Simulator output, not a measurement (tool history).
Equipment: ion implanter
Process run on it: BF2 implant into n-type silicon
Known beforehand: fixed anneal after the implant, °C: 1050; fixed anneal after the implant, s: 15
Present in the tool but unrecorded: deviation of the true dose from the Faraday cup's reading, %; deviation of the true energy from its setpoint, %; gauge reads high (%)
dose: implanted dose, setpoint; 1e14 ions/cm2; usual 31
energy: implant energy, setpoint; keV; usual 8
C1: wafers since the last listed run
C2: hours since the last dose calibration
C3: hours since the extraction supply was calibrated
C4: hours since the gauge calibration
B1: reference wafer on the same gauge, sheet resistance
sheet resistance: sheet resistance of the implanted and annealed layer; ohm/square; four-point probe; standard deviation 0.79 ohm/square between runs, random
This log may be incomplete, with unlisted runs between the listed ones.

{"run": 1, "hour": 0.0, "dose": 26.39, "energy": 8, "C1": 0, "C2": 597.1, "C3": 731.3, "C4": 1327.7, "B1": 160.87, "sheet resistance": 144.57}
{"run": 2, "hour": 26.6, "dose": 31, "energy": 8, "C1": 266, "C2": 623.7, "C3": 757.9, "C4": 1354.3, "B1": 161.16, "sheet resistance": 143.76}
{"run": 3, "hour": 68.8, "dose": 31, "energy": 8, "C1": 422, "C2": 665.9, "C3": 800.1, "C4": 1396.5, "B1": 161.15, "sheet resistance": 142.35}
{"run": 4, "hour": 119.7, "dose": 31, "energy": 8, "C1": 509, "C2": 716.8, "C3": 851, "C4": 1447.4, "B1": 161.3, "sheet resistance": 144.95}
{"run": 5, "hour": 181.7, "dose": 31, "energy": 8, "C1": 621, "C2": 778.8, "C3": 913, "C4": 1509.4, "B1": 161.55, "sheet resistance": 143.59}
{"run": 6, "hour": 209.1, "dose": 31, "energy": 8, "C1": 274, "C2": 806.2, "C3": 940.4, "C4": 1536.8, "B1": 161.58, "sheet resistance": 143.53}
{"run": 7, "hour": 271.5, "dose": 31, "energy": 8, "C1": 625, "C2": 868.6, "C3": 1002.8, "C4": 1599.2, "B1": 161.66, "sheet resistance": 143.14}
{"run": 8, "hour": 341.8, "dose": 31, "energy": 8, "C1": 704, "C2": 938.9, "C3": 1073.1, "C4": 1669.5, "B1": 161.78, "sheet resistance": 144.99}
{"run": 9, "hour": 372.1, "dose": 31, "energy": 8, "C1": 303, "C2": 969.2, "C3": 1103.4, "C4": 1699.8, "B1": 161.72, "sheet resistance": 143.48}
{"run": 10, "hour": 405.6, "dose": 31, "energy": 8, "C1": 335, "C2": 1002.7, "C3": 1136.9, "C4": 1733.3, "B1": 161.87, "sheet resistance": 143.93}
{"run": 11, "hour": 469.5, "dose": 31, "energy": 8, "C1": 640, "C2": 1066.6, "C3": 1200.8, "C4": 1797.2, "B1": 162.02, "sheet resistance": 144.78}
{"run": 12, "hour": 498.7, "dose": 31, "energy": 6, "C1": 292, "C2": 1095.8, "C3": 1230, "C4": 1826.4, "B1": 162.18, "sheet resistance": 152.59}
{"run": 13, "hour": 534.0, "dose": 31, "energy": 6, "C1": 353, "C2": 1131.1, "C3": 1265.3, "C4": 1861.7, "B1": 162.04, "sheet resistance": 150.81}
{"run": 14, "hour": 626.8, "dose": 31, "energy": 8, "C1": 929, "C2": 1223.9, "C3": 1358.1, "C4": 1954.5, "B1": 162.23, "sheet resistance": 144.19}
{"run": 15, "hour": 661.2, "dose": 31, "energy": 8, "C1": 344, "C2": 1258.3, "C3": 1392.5, "C4": 1988.9, "B1": 162.57, "sheet resistance": 145.33}
{"run": 16, "hour": 687.6, "dose": 31, "energy": 8, "C1": 264, "C2": 1284.7, "C3": 1418.9, "C4": 2015.3, "B1": 162.59, "sheet resistance": 145.5}
{"run": 17, "hour": 738.1, "dose": 31, "energy": 8, "C1": 505, "C2": 1335.2, "C3": 1469.4, "C4": 2065.8, "B1": 162.87, "sheet resistance": 144.72}
{"run": 18, "hour": 764.9, "dose": 35.19, "energy": 9.5, "C1": 268, "C2": 1362, "C3": 1496.2, "C4": 2092.6, "B1": 162.73, "sheet resistance": 138.18}
{"hour": 798.8, "done": "gauge calibrated"}
{"run": 19, "hour": 869.5, "dose": 35.65, "energy": 10.5, "C1": 1048, "C2": 1466.6, "C3": 1600.8, "C4": 70.7, "B1": 157.36, "sheet resistance": 129.91}
{"run": 20, "hour": 931.3, "dose": 22.72, "energy": 5.5, "C1": 619, "C2": 1528.4, "C3": 1662.6, "C4": 132.5, "B1": 157.37, "sheet resistance": 151.39}
{"run": 21, "hour": 979.0, "dose": 31, "energy": 8, "C1": 477, "C2": 1576.1, "C3": 1710.3, "C4": 180.2, "B1": 157.4, "sheet resistance": 141.32}
{"hour": 1007.7, "done": "Faraday cup replaced and dose calibrated"}
{"run": 22, "hour": 1019.5, "dose": 31, "energy": 8, "C1": 325, "C2": 11.8, "C3": 1750.8, "C4": 220.7, "B1": 157.66, "sheet resistance": 140.32}
{"run": 23, "hour": 1048.2, "dose": 23.21, "energy": 10.5, "C1": 287, "C2": 40.5, "C3": 1779.5, "C4": 249.4, "B1": 157.58, "sheet resistance": 134.73}
{"hour": 1068.1, "done": "extraction supply calibrated"}
{"run": 24, "hour": 1072.8, "dose": 23.43, "energy": 6.5, "C1": 166, "C2": 65.1, "C3": 4.7, "C4": 274, "B1": 157.75, "sheet resistance": 148.11}
{"run": 25, "hour": 1139.8, "dose": 26.97, "energy": 10.5, "C1": 671, "C2": 132.1, "C3": 71.7, "C4": 341, "B1": 157.83, "sheet resistance": 131.53}
{"run": 26, "hour": 1167.2, "dose": 23.44, "energy": 8, "C1": 274, "C2": 159.5, "C3": 99.1, "C4": 368.4, "B1": 158.08, "sheet resistance": 141.68}
{"run": 27, "hour": 1200.6, "dose": 24.7, "energy": 9, "C1": 334, "C2": 192.9, "C3": 132.5, "C4": 401.8, "B1": 157.97, "sheet resistance": 138.6}
{"run": 28, "hour": 1272.2, "dose": 31, "energy": 8, "C1": 717, "C2": 264.5, "C3": 204.1, "C4": 473.4, "B1": 158.11, "sheet resistance": 140.04}
{"run": 29, "hour": 1299.4, "dose": 25.1, "energy": 10.5, "C1": 272, "C2": 291.7, "C3": 231.3, "C4": 500.6, "B1": 158.21, "sheet resistance": 133.54}
{"run": 30, "hour": 1370.8, "dose": 31, "energy": 8, "C1": 715, "C2": 363.1, "C3": 302.7, "C4": 572, "B1": 158.46, "sheet resistance": 140.12}
{"run": 31, "hour": 1428.2, "dose": 33.42, "energy": 6.5, "C1": 575, "C2": 420.5, "C3": 360.1, "C4": 629.4, "B1": 158.47, "sheet resistance": 146.43}
{"run": 32, "hour": 1481.4, "dose": 27.66, "energy": 9.5, "C1": 533, "C2": 473.7, "C3": 413.3, "C4": 682.6, "B1": 158.62, "sheet resistance": 136.86}
{"run": 33, "hour": 1539.8, "dose": 39.84, "energy": 10.5, "C1": 585, "C2": 532.1, "C3": 471.7, "C4": 741, "B1": 158.88, "sheet resistance": 130.63}
{"run": 34, "hour": 1597.4, "dose": 28.14, "energy": 9.5, "C1": 577, "C2": 589.7, "C3": 529.3, "C4": 798.6, "B1": 159.01, "sheet resistance": 136.57}
{"run": 35, "hour": 1634.7, "dose": 31, "energy": 6, "C1": 373, "C2": 627, "C3": 566.6, "C4": 835.9, "B1": 158.96, "sheet resistance": 150.53}
{"run": 36, "hour": 1683.2, "dose": 37.21, "energy": 9, "C1": 485, "C2": 675.5, "C3": 615.1, "C4": 884.4, "B1": 159.05, "sheet resistance": 135.37}
{"run": 37, "hour": 1710.6, "dose": 31, "energy": 8, "C1": 274, "C2": 702.9, "C3": 642.5, "C4": 911.8, "B1": 159.33, "sheet resistance": 142.18}
{"run": 38, "hour": 1773.9, "dose": 31, "energy": 8, "C1": 634, "C2": 766.2, "C3": 705.8, "C4": 975.1, "B1": 159.34, "sheet resistance": 140.56}

How the hidden state differs across the entries between the runs, from the last listed run before each to the first after it:
Runs 18 to 19: gauge calibrated (hour 798.8)
  gauge reads high (%): 3.67 -> 0.143
  measured result minus the result with no hidden state, sheet resistance: +4.89 -> +0.19 ohm/square
Runs 21 to 22: Faraday cup replaced and dose calibrated (hour 1007.7)
  gauge reads high (%): 0.308 -> 0.369
  measured result minus the result with no hidden state, sheet resistance: +0.43 -> +0.52 ohm/square
Runs 23 to 24: extraction supply calibrated (hour 1068.1)
  gauge reads high (%): 0.412 -> 0.449
  measured result minus the result with no hidden state, sheet resistance: +0.56 -> +0.67 ohm/square

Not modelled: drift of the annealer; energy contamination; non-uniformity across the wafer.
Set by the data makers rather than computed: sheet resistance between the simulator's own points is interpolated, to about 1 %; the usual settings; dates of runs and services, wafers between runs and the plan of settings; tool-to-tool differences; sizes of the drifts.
